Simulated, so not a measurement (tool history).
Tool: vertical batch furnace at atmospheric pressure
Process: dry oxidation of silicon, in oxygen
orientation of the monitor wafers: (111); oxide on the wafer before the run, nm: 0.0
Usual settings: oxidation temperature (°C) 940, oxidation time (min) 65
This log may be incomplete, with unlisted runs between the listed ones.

run,day,oxidation temperature (°C),oxidation time (min),wafers since the last listed run,hours since the last temperature calibration,hours since the boat lift was adjusted,hours since the gauge calibration,"read-back reference wafer on the same gauge, thickness",oxide thickness on the monitor wafer (angstrom)
1,0,940,65,0,2109,1941.2,98.7,48.9,429.5
2,0.279,940,65,76,2115.7,1947.9,105.4,48.91,428.7
3,0.592,940,65,85,2123.2,1955.4,112.9,48.94,430.4
4,1.238,924,50,176,2138.7,1970.9,128.4,48.96,310.3
5,1.779,940,65,148,2151.7,1983.9,141.4,48.96,429.4
6,2.408,940,65,172,2166.8,1999,156.5,49,429.2
7,2.821,940,65,112,2176.7,2008.9,166.4,49,429.2
8,3.538,940,46,196,2193.9,2026.1,183.6,49.02,338.6
9,3.992,940,46,124,2204.8,2037,194.5,49.05,339.7
10,4.329,933,45.5,92,2212.9,2045.1,202.6,49.05,316.3
# day 5.617: thermocouples replaced and temperature profile calibrated
# day 5.8: boat lift adjusted
11,5.821,962,50,83,4.9,0.5,238.4,49.11,432.2
# day 5.95: gauge calibrated
12,5.983,950,65,44,8.8,4.4,0.8,48.78,465.6
13,6.146,940,65,44,12.7,8.3,4.7,48.77,427.7
14,6.308,940,46,44,16.6,12.2,8.6,48.77,337.7
15,6.617,959,88.5,84,24,19.6,16,48.78,619.1
16,7.033,940,65,114,34,29.6,26,48.78,428
17,7.438,940,65,110,43.7,39.3,35.7,48.81,428.9
18,8.133,953,65,190,60.4,56,52.4,48.83,477.6
19,8.462,932,51.5,90,68.3,63.9,60.3,48.85,339.5

Measured minus without-hidden-state, run by run (identical run-to-run variation in each term; gauge scatter may differ):
Unlogged tool condition in this case: true tube temperature minus thermocouple reading, K; monitor wafer colder than the profiled boat position, K; gauge reads high (%).
run,oxide thickness on the monitor wafer (angstrom)
1,+1
2,+1.1
3,+1.1
4,+1
5,+1.5
6,+1.7
7,+1.8
8,+1.6
9,+1.7
10,+1.6
11,+2.7
12,-0.3
13,-0.3
14,-0.1
15,-0.1
16,+0
17,+0.1
18,+0.4
19,+0.3

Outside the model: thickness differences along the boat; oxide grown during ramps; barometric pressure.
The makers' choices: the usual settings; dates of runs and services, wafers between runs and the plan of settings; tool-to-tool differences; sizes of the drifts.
